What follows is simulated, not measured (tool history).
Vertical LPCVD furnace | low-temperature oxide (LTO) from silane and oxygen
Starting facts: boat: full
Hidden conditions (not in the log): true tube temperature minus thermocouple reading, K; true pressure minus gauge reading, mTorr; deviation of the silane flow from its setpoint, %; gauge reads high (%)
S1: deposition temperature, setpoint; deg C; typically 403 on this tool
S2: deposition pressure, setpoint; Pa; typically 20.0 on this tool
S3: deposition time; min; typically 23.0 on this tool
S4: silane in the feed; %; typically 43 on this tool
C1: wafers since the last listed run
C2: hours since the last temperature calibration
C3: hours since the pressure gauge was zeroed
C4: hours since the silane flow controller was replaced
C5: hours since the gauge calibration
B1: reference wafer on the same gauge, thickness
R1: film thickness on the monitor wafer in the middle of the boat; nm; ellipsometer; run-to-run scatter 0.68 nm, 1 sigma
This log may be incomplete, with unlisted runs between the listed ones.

Run 1, hour 0.0: usual settings but S1 411 deg C; C1 0; C2 1706.4; C3 4426.8; C4 5903.1; C5 229.0; B1 144.08. Result: R1 170.83 nm.
Run 2, hour 57.9: usual settings but S1 411 deg C; C1 804; C2 1764.3; C3 4484.7; C4 5961.0; C5 286.9; B1 144.34. Result: R1 171.57 nm.
Run 3, hour 125.6: usual settings but S1 411 deg C; C1 940; C2 1832.0; C3 4552.4; C4 6028.7; C5 354.6; B1 144.88. Result: R1 171.21 nm.
Run 4, hour 178.2: usual settings; C1 730; C2 1884.6; C3 4605.0; C4 6081.3; C5 407.2; B1 145.03. Result: R1 158.22 nm.
At hour 235.6: thermocouples replaced and temperature profile calibrated.
Run 5, hour 236.1: usual settings; C1 470; C2 0.5; C3 4662.9; C4 6139.2; C5 465.1; B1 145.06. Result: R1 159.19 nm.
Run 6, hour 263.3: usual settings; C1 377; C2 27.7; C3 4690.1; C4 6166.4; C5 492.3; B1 145.15. Result: R1 159.48 nm.
At hour 325.6: silane flow controller replaced.
Run 7, hour 326.1: usual settings; C1 538; C2 90.5; C3 4752.9; C4 0.5; C5 555.1; B1 145.56. Result: R1 160.00 nm.
Run 8, hour 360.5: usual settings but S1 393 deg C, S2 15.3 Pa, S3 29.0 min, S4 36 %; C1 477; C2 124.9; C3 4787.3; C4 34.9; C5 589.5; B1 145.36. Result: R1 111.88 nm.
At hour 416.5: gauge calibrated.
Run 9, hour 424.0: usual settings but S3 20.5 min; C1 881; C2 188.4; C3 4850.8; C4 98.4; C5 7.5; B1 141.08. Result: R1 137.68 nm.
Run 10, hour 495.3: usual settings; C1 990; C2 259.7; C3 4922.1; C4 169.7; C5 78.8; B1 142.12. Result: R1 156.09 nm.
At hour 531.4: pressure gauge zeroed.
Run 11, hour 534.0: usual settings but S1 395 deg C, S2 18.0 Pa; C1 204; C2 298.4; C3 2.6; C4 208.4; C5 117.5; B1 142.46. Result: R1 128.59 nm.
Run 12, hour 562.6: usual settings but S1 409 deg C, S2 16.7 Pa, S3 28.0 min; C1 397; C2 327.0; C3 31.2; C4 237.0; C5 146.1; B1 142.73. Result: R1 168.99 nm.
Run 13, hour 619.3: usual settings but S1 407 deg C; C1 787; C2 383.7; C3 87.9; C4 293.7; C5 202.8; B1 143.30. Result: R1 164.09 nm.
Run 14, hour 644.3: usual settings but S4 38 %; C1 347; C2 408.7; C3 112.9; C4 318.7; C5 227.8; B1 143.54. Result: R1 136.52 nm.
Run 15, hour 674.2: usual settings but S2 24.0 Pa; C1 415; C2 438.6; C3 142.8; C4 348.6; C5 257.7; B1 143.86. Result: R1 188.63 nm.

What the log doesn't show, run by run:
true tube temperature minus thermocouple reading, K: 0, the same for each run
true pressure minus gauge reading, mTorr: 0, the same for each run
deviation of the silane flow from its setpoint, %: 0, the same for each run
H1: gauge reads high (%)
run       H1
  1     2.16
  2     2.43
  3     2.66
  4     2.81
  5     2.94
  6     2.99
  7     3.08
  8     3.13
  9  0.00755
 10    0.768
 11      1.1
 12     1.31
 13     1.67
 14      1.8
 15     1.94
